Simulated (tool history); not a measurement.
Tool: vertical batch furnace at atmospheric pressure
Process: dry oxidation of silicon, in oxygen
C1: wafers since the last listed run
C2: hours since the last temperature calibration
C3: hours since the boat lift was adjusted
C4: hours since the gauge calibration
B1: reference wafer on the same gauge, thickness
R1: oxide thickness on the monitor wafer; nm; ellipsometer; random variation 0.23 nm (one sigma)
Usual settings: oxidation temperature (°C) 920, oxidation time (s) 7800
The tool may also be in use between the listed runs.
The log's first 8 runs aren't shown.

Run 9, hour 397.1: usual settings but oxidation time (s) 6630; C1 813; C2 2086.8; C3 4823.9; C4 408.8; B1 64.32. Result: R1 63.65 nm.
Run 10, hour 423.9: usual settings but oxidation temperature (°C) 903; C1 339; C2 2113.6; C3 4850.7; C4 435.6; B1 64.39. Result: R1 61.48 nm.
Run 11, hour 458: usual settings but oxidation temperature (°C) 903; C1 431; C2 2147.7; C3 4884.8; C4 469.7; B1 64.35. Result: R1 62.13 nm.
Run 12, hour 510: usual settings; C1 658; C2 2199.7; C3 4936.8; C4 521.7; B1 64.39. Result: R1 67.98 nm.
Run 13, hour 543.2: usual settings; C1 420; C2 2232.9; C3 4970; C4 554.9; B1 64.38. Result: R1 68.12 nm.
At hour 587.4: thermocouples replaced and temperature profile calibrated.
Run 14, hour 609.3: usual settings; C1 532; C2 21.9; C3 5036.1; C4 621; B1 64.43. Result: R1 69.37 nm.
Run 15, hour 666.5: usual settings; C1 723; C2 79.1; C3 5093.3; C4 678.2; B1 64.49. Result: R1 69.04 nm.
Run 16, hour 692.2: usual settings but oxidation time (s) 5250; C1 325; C2 104.8; C3 5119; C4 703.9; B1 64.41. Result: R1 60.66 nm.
Run 17, hour 749.6: usual settings; C1 726; C2 162.2; C3 5176.4; C4 761.3; B1 64.3. Result: R1 69.22 nm.
At hour 795.9: boat lift adjusted.
Run 18, hour 818.8: usual settings but oxidation temperature (°C) 941; C1 571; C2 231.4; C3 22.9; C4 830.5; B1 64.39. Result: R1 77.6 nm.
At hour 863.8: thermocouples replaced and temperature profile calibrated, repeated, since the last time left the tool worse.
Run 19, hour 872.3: usual settings but oxidation temperature (°C) 941; C1 373; C2 8.5; C3 76.4; C4 884; B1 64.5. Result: R1 75.19 nm.
At hour 887.6: gauge calibrated.
Run 20, hour 906.9: usual settings but oxidation temperature (°C) 940, oxidation time (s) 5400; C1 437; C2 43.1; C3 111; C4 19.3; B1 64.47. Result: R1 65.18 nm.
Run 21, hour 933.5: usual settings but oxidation temperature (°C) 903, oxidation time (s) 4110; C1 336; C2 69.7; C3 137.6; C4 45.9; B1 64.41. Result: R1 51.98 nm.
Run 22, hour 983: usual settings but oxidation temperature (°C) 934; C1 626; C2 119.2; C3 187.1; C4 95.4; B1 64.35. Result: R1 72.36 nm.
Run 23, hour 1052: usual settings but oxidation temperature (°C) 945, oxidation time (s) 10470; C1 873; C2 188.2; C3 256.1; C4 164.4; B1 64.51. Result: R1 88.11 nm.
Run 24, hour 1096.9: usual settings but oxidation temperature (°C) 900, oxidation time (s) 4140; C1 568; C2 233.1; C3 301; C4 209.3; B1 64.49. Result: R1 51.24 nm.
Run 25, hour 1123: usual settings but oxidation temperature (°C) 928; C1 330; C2 259.2; C3 327.1; C4 235.4; B1 64.37. Result: R1 70.2 nm.
Run 26, hour 1167: usual settings but oxidation temperature (°C) 900, oxidation time (s) 8880; C1 556; C2 303.2; C3 371.1; C4 279.4; B1 64.48. Result: R1 62.69 nm.
Run 27, hour 1201.6: usual settings but oxidation temperature (°C) 933; C1 437; C2 337.8; C3 405.7; C4 314; B1 64.42. Result: R1 72.29 nm.
Run 28, hour 1273.3: usual settings; C1 907; C2 409.5; C3 477.4; C4 385.7; B1 64.4. Result: R1 66.62 nm.
Run 29, hour 1339.8: usual settings but oxidation temperature (°C) 900; C1 841; C2 476; C3 543.9; C4 452.2; B1 64.43. Result: R1 60.21 nm.
Run 30, hour 1365.7: usual settings but oxidation temperature (°C) 910, oxidation time (s) 4920; C1 327; C2 501.9; C3 569.8; C4 478.1; B1 64.4. Result: R1 55.24 nm.

Forecast each of these 5 alternatives for the next run:
Run A, hour 1370.9: usual settings but oxidation time (s) 10950; C1 65; C2 507.1; C3 575; C4 483.3; B1 ?. Result: R1 ?.
Run B, hour 1370.9: usual settings but oxidation temperature (°C) 931, oxidation time (s) 6210; C1 65; C2 507.1; C3 575; C4 483.3; B1 ?. Result: R1 ?.
Run C, hour 1370.9: usual settings but oxidation temperature (°C) 911; C1 65; C2 507.1; C3 575; C4 483.3; B1 ?. Result: R1 ?.
Run D, hour 1370.9: usual settings but oxidation time (s) 4920; C1 65; C2 507.1; C3 575; C4 483.3; B1 ?. Result: R1 ?.
Run E, hour 1370.9: usual settings but oxidation temperature (°C) 929, oxidation time (s) 9030; C1 65; C2 507.1; C3 575; C4 483.3; B1 ?. Result: R1 ?.

run     B1     R1
  A  64.36  76.52
  B  64.36  65.54
  C  64.36  63.69
  D  64.36  57.72
  E  64.36  74.86
Without the tool's hidden state the same runs would have given:
run     R1
  A  76.11
  B  65.26
  C  63.42
  D  57.51
  E  74.47
